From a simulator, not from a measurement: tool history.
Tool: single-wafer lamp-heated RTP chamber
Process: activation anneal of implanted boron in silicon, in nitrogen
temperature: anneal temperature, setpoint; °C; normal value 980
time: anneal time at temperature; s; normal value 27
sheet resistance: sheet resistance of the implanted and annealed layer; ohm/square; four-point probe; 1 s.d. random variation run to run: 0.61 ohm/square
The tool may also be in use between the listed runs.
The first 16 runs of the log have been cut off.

run      day  temperature  time  read-back reference wafer on the same gauge, sheet resistance  sheet resistance
 17   47.692          980    27                                                         134.94            133.67
      48.404  -- reflector plate cleaned
 18   49.633         1008    18                                                         134.67            123.89
 19   52.396          999    27                                                         134.61            124.92
 20   53.967          971    42                                                         134.37            136.03
      54.908  -- pyrometer window cleaned and pyrometer calibrated
 21   56.567          994    19                                                         134.31            128.05
 22   59.958          970    41                                                         133.96            136.63
      60.042  -- gauge calibrated
 23   62.062          980    27                                                         136.67            135.94
 24   66.188          958    27                                                         136.84            156.43
 25   70.058          961    20                                                         136.81            157.54
      74.462  -- pyrometer window cleaned and pyrometer calibrated
 26   74.483          980    32                                                         136.60            133.75
      76.042  -- reflector plate cleaned
 27   78.067          970    32                                                         136.63            141.19
 28   81.633         1007    33                                                         136.48            124.73
 29   84.554          980    43                                                         136.46            132.35
 30   88.038          980    37                                                         136.25            133.01
 31   90.462         1001    27                                                         136.24            126.35
 32   93.183          980    27                                                         136.11            135.76
 33   97.629          994    38                                                         136.04            125.88
     100.404  -- pyrometer window cleaned and pyrometer calibrated
 34  100.804          952    27                                                         135.79            164.58
 35  105.254         1003    41                                                         135.64            123.34

Below are 5 alternative next runs, each starting from the tool's condition after run 35. Predict each:
  A  105.271          950    27                                                              ?                 ?
  B  105.271          952    17                                                              ?                 ?
  C  105.271          970    37                                                              ?                 ?
  D  105.271          963    42                                                              ?                 ?
  E  105.271          980    40                                                              ?                 ?

run  read-back reference wafer on the same gauge, sheet resistance  sheet resistance
  A                                                         135.59            168.49
  B                                                         135.59            173.78
  C                                                         135.59            139.01
  D                                                         135.59            144.07
  E                                                         135.59            131.81
Stripped of hidden state, with their random variation kept, the same runs would have yielded:
run  sheet resistance
  A            170.18
  B            175.52
  C            140.40
  D            145.51
  E            133.13
